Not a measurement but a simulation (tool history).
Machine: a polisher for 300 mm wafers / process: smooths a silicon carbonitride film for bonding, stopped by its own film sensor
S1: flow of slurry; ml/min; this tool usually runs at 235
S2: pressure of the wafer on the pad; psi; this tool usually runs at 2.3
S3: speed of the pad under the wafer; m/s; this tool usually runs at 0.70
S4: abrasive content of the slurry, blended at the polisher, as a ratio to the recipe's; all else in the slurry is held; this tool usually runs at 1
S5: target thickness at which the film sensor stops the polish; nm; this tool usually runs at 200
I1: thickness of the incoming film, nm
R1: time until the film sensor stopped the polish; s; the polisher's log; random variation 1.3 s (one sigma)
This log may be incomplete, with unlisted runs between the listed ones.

{"run": 1, "hour": 0.0, "S1": 235, "S2": 2.3, "S3": 0.7, "S4": 1, "S5": 200, "I1": 230.7, "R1": 127.2}
{"run": 2, "hour": 61.7, "S1": 235, "S2": 2.3, "S3": 0.7, "S4": 1, "S5": 200, "I1": 233.6, "R1": 140.5}
{"run": 3, "hour": 115.9, "S1": 205, "S2": 2.3, "S3": 0.64, "S4": 1, "S5": 200, "I1": 231.1, "R1": 145.8}
{"hour": 138.7, "done": "slurry blender recalibrated"}
{"hour": 157.5, "done": "worn pad replaced by a new one"}
{"run": 4, "hour": 177.0, "S1": 205, "S2": 2.3, "S3": 0.64, "S4": 1, "S5": 200, "I1": 232.4, "R1": 148.3}
{"hour": 183.6, "done": "slurry nozzle cleaned"}
{"run": 5, "hour": 248.5, "S1": 205, "S2": 2.3, "S3": 0.64, "S4": 1, "S5": 200, "I1": 229.1, "R1": 133.9}
{"run": 6, "hour": 314.4, "S1": 235, "S2": 2.3, "S3": 0.62, "S4": 1, "S5": 200, "I1": 230.2, "R1": 141.9}
{"hour": 372.2, "done": "slurry blender recalibrated"}
{"run": 7, "hour": 379.7, "S1": 235, "S2": 2.3, "S3": 0.62, "S4": 1, "S5": 200, "I1": 231.8, "R1": 144.9}
{"hour": 393.5, "done": "worn pad replaced by a new one"}
{"hour": 426.6, "done": "head pressure recalibrated"}
{"run": 8, "hour": 432.0, "S1": 235, "S2": 2.3, "S3": 0.62, "S4": 1, "S5": 200, "I1": 232.5, "R1": 143.4}
{"run": 9, "hour": 457.4, "S1": 235, "S2": 1.9, "S3": 0.7, "S4": 1, "S5": 200, "I1": 231.7, "R1": 141.9}
{"run": 10, "hour": 506.2, "S1": 235, "S2": 1.9, "S3": 0.7, "S4": 1, "S5": 200, "I1": 228.1, "R1": 130.0}
{"run": 11, "hour": 557.0, "S1": 235, "S2": 1.9, "S3": 0.7, "S4": 1, "S5": 200, "I1": 232.6, "R1": 151.3}
{"run": 12, "hour": 608.2, "S1": 235, "S2": 2.3, "S3": 0.5, "S4": 1, "S5": 200, "I1": 232.5, "R1": 179.5}

What will run 13 give?
{"hour": 623.5, "done": "slurry blender recalibrated"}
{"hour": 626.2, "done": "worn pad replaced by a new one"}
{"hour": 638.3, "done": "slurry nozzle cleaned"}
{"run": 13, "hour": 660.5, "S1": 295, "S2": 2.3, "S3": 0.7, "S4": 1, "S5": 200, "I1": 227.5, "R1": "?"}

R1: 107.7 s
With no hidden state in the tool, this same run would have given R1 105.5 s.
